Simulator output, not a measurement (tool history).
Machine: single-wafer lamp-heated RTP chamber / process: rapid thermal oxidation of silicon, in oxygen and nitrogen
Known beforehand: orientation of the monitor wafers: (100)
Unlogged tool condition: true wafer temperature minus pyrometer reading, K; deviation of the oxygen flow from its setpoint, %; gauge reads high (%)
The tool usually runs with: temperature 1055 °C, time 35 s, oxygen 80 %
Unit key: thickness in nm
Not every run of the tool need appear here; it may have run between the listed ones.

run    hour  temperature  time  oxygen  wafers since the last listed run  wafers since the last pyrometer calibration  hours since the oxygen flow controller was replaced  hours since the gauge calibration  read-back reference wafer on the same gauge, thickness  thickness
  1       0         1055    35      68                                 0                                         1005                                               3346.3                              487.1                                                    6.98      6.739
  2      54         1055    35      68                               620                                         1626                                               3400.3                              541.1                                                   6.979      6.723
  3    99.5         1055    40      80                               522                                         2148                                               3445.8                              586.6                                                   6.982      7.586
  4   149.1         1055    40      80                               569                                         2718                                               3495.4                              636.2                                                   6.979        7.6
  5   195.4         1055    35      80                               531                                         3250                                               3541.7                              682.5                                                    6.98      7.168
  6   240.4         1055    35      80                               516                                         3767                                               3586.7                              727.5                                                    6.98       7.17
        263  -- pyrometer window cleaned and pyrometer calibrated
  7   297.2         1055    35      80                               560                                          393                                               3643.5                              784.3                                                   6.979      7.126
  8   367.8         1055    35      80                               810                                         1204                                               3714.1                              854.9                                                   6.982      7.104
  9   400.7         1055    35      80                               377                                         1581                                                 3747                              887.8                                                   6.982      7.143
 10   452.2         1055    35      80                               591                                         2173                                               3798.5                              939.3                                                    6.98      7.133
 11   480.9         1055    35      80                               329                                         2503                                               3827.2                                968                                                    6.98      7.155
 12   541.7         1055    35      80                               698                                         3201                                                 3888                             1028.8                                                   6.981      7.162
 13   585.6         1055    35      80                               504                                         3705                                               3931.9                             1072.7                                                   6.982      7.138
      604.4  -- pyrometer window cleaned and pyrometer calibrated
 14   624.3         1071    43      80                               352                                          228                                               3970.6                             1111.4                                                   6.978      8.672
      641.6  -- oxygen flow controller replaced
      670.8  -- gauge calibrated
 15   678.7         1055    44      80                               532                                          761                                                 37.1                                7.9                                                   6.981      7.894
 16   719.8         1055    44      80                               472                                         1233                                                 78.2                                 49                                                   6.981      7.897
 17   750.3         1055    35      71                               350                                         1584                                                108.7                               79.5                                                   6.978      6.856
 18   814.3         1070    28      92                               735                                         2319                                                172.7                              143.5                                                   6.977      7.559
 19   879.5         1055    35      80                               748                                         3068                                                237.9                              208.7                                                    6.98      7.162
      907.4  -- pyrometer window cleaned and pyrometer calibrated
 20     943         1041    25      80                               637                                          409                                                301.4                              272.2                                                    6.98      5.617
 21   999.2         1046    48      80                               645                                         1054                                                357.6                              328.4                                                   6.979      7.701
 22  1035.8         1065    19      52                               420                                         1475                                                394.2                                365                                                   6.981      5.094
 23  1088.2         1071    35      59                               601                                         2076                                                446.6                              417.4                                                   6.978      7.146
 24  1126.6         1038    41      54                               441                                         2517                                                  485                              455.8                                                    6.98      5.937
     1176.8  -- pyrometer window cleaned and pyrometer calibrated
 25  1195.8         1063    40      71                               702                                          218                                                554.2                                525                                                    6.98      7.624
 26  1233.6         1025    28      80                               434                                          652                                                  592                              562.8                                                   6.981      5.284
 27  1282.4         1055    35      80                               560                                         1213                                                640.8                              611.6                                                    6.98      7.123
 28  1322.7         1067    35      56                               462                                         1676                                                681.1                              651.9                                                   6.981      6.837
 29  1352.6         1055    35      80                               343                                         2019                                                  711                              681.8                                                   6.979      7.119
 30  1387.2         1055    27      58                               397                                         2416                                                745.6                              716.4                                                   6.978       5.73
 31  1452.8         1040    26      62                               753                                         3170                                                811.2                                782                                                    6.98      5.236
     1507.2  -- pyrometer window cleaned and pyrometer calibrated
 32  1515.6         1071    28      80                               629                                           96                                                  874                              844.8                                                   6.982      7.202
 33  1559.3         1038    35      80                               501                                          598                                                917.7                              888.5                                                   6.981      6.351

Each row is a separate what-if for the run after 33, all from the same tool condition, not one after another. Results?
  A  1559.7         1055    35      80                                 4                                          603                                                918.1                              888.9                                                       ?          ?
  B  1559.7         1055    35      60                                 4                                          603                                                918.1                              888.9                                                       ?          ?
  C  1559.7         1026    35      80                                 4                                          603                                                918.1                              888.9                                                       ?          ?

run  read-back reference wafer on the same gauge, thickness  thickness
  A                                                   6.981      7.134
  B                                                   6.981      6.451
  C                                                   6.981      5.848
With no hidden state in the tool, these same runs would have given:
run  thickness
  A      7.126
  B      6.443
  C      5.841
